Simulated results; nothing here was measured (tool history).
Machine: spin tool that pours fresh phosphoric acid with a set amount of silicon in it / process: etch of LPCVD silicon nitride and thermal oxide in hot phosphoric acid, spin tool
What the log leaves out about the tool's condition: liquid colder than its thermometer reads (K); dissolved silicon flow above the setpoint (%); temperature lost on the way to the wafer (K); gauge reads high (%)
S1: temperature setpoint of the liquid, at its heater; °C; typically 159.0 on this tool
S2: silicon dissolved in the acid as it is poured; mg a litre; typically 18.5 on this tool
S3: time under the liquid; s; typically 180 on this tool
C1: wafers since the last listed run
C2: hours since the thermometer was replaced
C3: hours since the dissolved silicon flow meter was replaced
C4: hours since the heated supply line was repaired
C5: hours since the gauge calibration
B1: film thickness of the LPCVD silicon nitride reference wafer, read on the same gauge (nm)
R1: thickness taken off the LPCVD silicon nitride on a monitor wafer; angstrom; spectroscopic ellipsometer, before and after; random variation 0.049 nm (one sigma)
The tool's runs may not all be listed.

{"run": 1, "hour": 0.0, "S1": 159.0, "S2": 10.0, "S3": 180, "C1": 0, "C2": 2373.1, "C3": 1526.6, "C4": 1120.9, "C5": 753.9, "B1": 89.99, "R1": 125.0}
{"run": 2, "hour": 53.4, "S1": 159.0, "S2": 10.0, "S3": 180, "C1": 254, "C2": 2426.5, "C3": 1580.0, "C4": 1174.3, "C5": 807.3, "B1": 90.0, "R1": 123.8}
{"run": 3, "hour": 111.7, "S1": 159.0, "S2": 10.0, "S3": 180, "C1": 277, "C2": 2484.8, "C3": 1638.3, "C4": 1232.6, "C5": 865.6, "B1": 90.01, "R1": 123.5}
{"run": 4, "hour": 181.7, "S1": 157.0, "S2": 18.5, "S3": 180, "C1": 333, "C2": 2554.8, "C3": 1708.3, "C4": 1302.6, "C5": 935.6, "B1": 90.0, "R1": 115.2}
{"run": 5, "hour": 208.4, "S1": 157.5, "S2": 18.5, "S3": 110, "C1": 127, "C2": 2581.5, "C3": 1735.0, "C4": 1329.3, "C5": 962.3, "B1": 90.01, "R1": 71.8}
{"run": 6, "hour": 280.6, "S1": 159.0, "S2": 18.5, "S3": 180, "C1": 343, "C2": 2653.7, "C3": 1807.2, "C4": 1401.5, "C5": 1034.5, "B1": 90.01, "R1": 123.5}
{"run": 7, "hour": 323.3, "S1": 159.0, "S2": 6.0, "S3": 130, "C1": 203, "C2": 2696.4, "C3": 1849.9, "C4": 1444.2, "C5": 1077.2, "B1": 90.01, "R1": 89.2}
{"run": 8, "hour": 376.3, "S1": 159.0, "S2": 18.5, "S3": 180, "C1": 252, "C2": 2749.4, "C3": 1902.9, "C4": 1497.2, "C5": 1130.2, "B1": 89.98, "R1": 123.3}
{"run": 9, "hour": 413.8, "S1": 159.0, "S2": 18.5, "S3": 180, "C1": 178, "C2": 2786.9, "C3": 1940.4, "C4": 1534.7, "C5": 1167.7, "B1": 90.02, "R1": 123.7}
{"run": 10, "hour": 450.6, "S1": 159.0, "S2": 27.0, "S3": 180, "C1": 175, "C2": 2823.7, "C3": 1977.2, "C4": 1571.5, "C5": 1204.5, "B1": 90.02, "R1": 123.0}
{"run": 11, "hour": 509.3, "S1": 159.0, "S2": 18.5, "S3": 135, "C1": 279, "C2": 2882.4, "C3": 2035.9, "C4": 1630.2, "C5": 1263.2, "B1": 89.96, "R1": 92.2}
{"run": 12, "hour": 546.6, "S1": 160.0, "S2": 5.0, "S3": 180, "C1": 177, "C2": 2919.7, "C3": 2073.2, "C4": 1667.5, "C5": 1300.5, "B1": 89.99, "R1": 127.0}
{"hour": 585.1, "done": "heated supply line repaired"}
{"hour": 588.5, "done": "thermometer replaced"}
{"run": 13, "hour": 601.6, "S1": 156.5, "S2": 33.0, "S3": 255, "C1": 252, "C2": 13.1, "C3": 2128.2, "C4": 16.5, "C5": 1355.5, "B1": 90.01, "R1": 170.1}
{"run": 14, "hour": 627.0, "S1": 161.5, "S2": 18.5, "S3": 180, "C1": 120, "C2": 38.5, "C3": 2153.6, "C4": 41.9, "C5": 1380.9, "B1": 90.02, "R1": 141.6}
{"hour": 638.9, "done": "dissolved silicon flow meter replaced"}
{"run": 15, "hour": 661.8, "S1": 157.5, "S2": 32.5, "S3": 180, "C1": 160, "C2": 73.3, "C3": 22.9, "C4": 76.7, "C5": 1415.7, "B1": 89.99, "R1": 124.0}
{"hour": 664.8, "done": "gauge calibrated"}
{"run": 16, "hour": 727.5, "S1": 159.0, "S2": 10.0, "S3": 180, "C1": 312, "C2": 139.0, "C3": 88.6, "C4": 142.4, "C5": 62.7, "B1": 90.0, "R1": 129.0}
{"run": 17, "hour": 781.3, "S1": 156.5, "S2": 13.5, "S3": 180, "C1": 256, "C2": 192.8, "C3": 142.4, "C4": 196.2, "C5": 116.5, "B1": 90.02, "R1": 119.0}
{"run": 18, "hour": 817.6, "S1": 156.5, "S2": 18.5, "S3": 100, "C1": 172, "C2": 229.1, "C3": 178.7, "C4": 232.5, "C5": 152.8, "B1": 89.99, "R1": 65.8}
{"run": 19, "hour": 864.7, "S1": 160.0, "S2": 23.5, "S3": 145, "C1": 224, "C2": 276.2, "C3": 225.8, "C4": 279.6, "C5": 199.9, "B1": 90.04, "R1": 107.8}
{"run": 20, "hour": 927.0, "S1": 159.0, "S2": 30.0, "S3": 180, "C1": 296, "C2": 338.5, "C3": 288.1, "C4": 341.9, "C5": 262.2, "B1": 90.0, "R1": 128.8}
{"run": 21, "hour": 957.0, "S1": 157.5, "S2": 8.0, "S3": 150, "C1": 142, "C2": 368.5, "C3": 318.1, "C4": 371.9, "C5": 292.2, "B1": 89.99, "R1": 101.7}
{"run": 22, "hour": 1148.3, "S1": 159.0, "S2": 32.5, "S3": 260, "C1": 910, "C2": 559.8, "C3": 509.4, "C4": 563.2, "C5": 483.5, "B1": 90.03, "R1": 186.1}

Alternative continuations, all from the tool just after run 22; predict every row:
{"run": "A", "hour": 1148.8, "S1": 159.0, "S2": 33.0, "S3": 180, "C1": 2, "C2": 560.3, "C3": 509.9, "C4": 563.7, "C5": 484.0, "B1": "?", "R1": "?"}
{"run": "B", "hour": 1148.8, "S1": 156.5, "S2": 12.5, "S3": 180, "C1": 2, "C2": 560.3, "C3": 509.9, "C4": 563.7, "C5": 484.0, "B1": "?", "R1": "?"}
{"run": "C", "hour": 1148.8, "S1": 158.0, "S2": 4.0, "S3": 95, "C1": 2, "C2": 560.3, "C3": 509.9, "C4": 563.7, "C5": 484.0, "B1": "?", "R1": "?"}
{"run": "D", "hour": 1148.8, "S1": 160.5, "S2": 18.5, "S3": 95, "C1": 2, "C2": 560.3, "C3": 509.9, "C4": 563.7, "C5": 484.0, "B1": "?", "R1": "?"}

run=A B1=89.99 R1=128.3
run=B B1=89.99 R1=117.8
run=C B1=89.99 R1=65.5
run=D B1=89.99 R1=71.2
With no hidden state in the tool, these same runs would have given:
run=A R1=129.9
run=B R1=119.3
run=C R1=66.3
run=D R1=72.1
